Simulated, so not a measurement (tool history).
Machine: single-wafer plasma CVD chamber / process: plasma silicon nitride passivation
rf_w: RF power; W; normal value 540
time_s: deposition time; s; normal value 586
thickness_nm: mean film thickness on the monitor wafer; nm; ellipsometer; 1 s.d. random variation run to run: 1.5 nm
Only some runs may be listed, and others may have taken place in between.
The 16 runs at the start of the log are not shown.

run     day  rf_w  time_s  read-back reference wafer on the same gauge, thickness_nm  thickness_nm
 17   7.512   540     586                                                    820.087      1001.737
 18     8.2   540     586                                                    819.854      1002.708
 19   8.554   450     695                                                    820.094      1145.968
 20   9.121   590     491                                                    820.102       856.192
 21   9.688   540     618                                                     820.18      1055.669
 22  10.571   590     686                                                    819.863      1194.215
 23  11.258   450     480                                                    819.959       793.006
 24  11.629   585     586                                                    820.042        1016.5
 25  12.092   635     474                                                    820.255        836.49
 26  12.492   540     586                                                    820.068      1000.642
 27  12.792   460     488                                                    820.059       807.373
     13.254  -- gauge calibrated
     13.738  -- RF generator calibrated
 28  13.758   630     586                                                     820.09       1053.07
 29  13.842   575     586                                                     820.19      1034.026
 30  14.371   610     586                                                    819.996      1045.971
 31  15.104   540     586                                                    820.019      1021.791
 32  16.379   620     675                                                    820.094      1210.041
 33  17.233   460     527                                                    819.872       888.543
 34  17.725   630     482                                                    819.992       865.975

What will run 35 give?
 35  19.625   540     586                                                          ?             ?

{"run 35": {"read-back reference wafer on the same gauge, thickness_nm": 819.862, "thickness_nm": 1021.385}}
Take away the tool's hidden state, keep the run-to-run variation as it was, and the same run would have given thickness_nm 1022.168 nm.
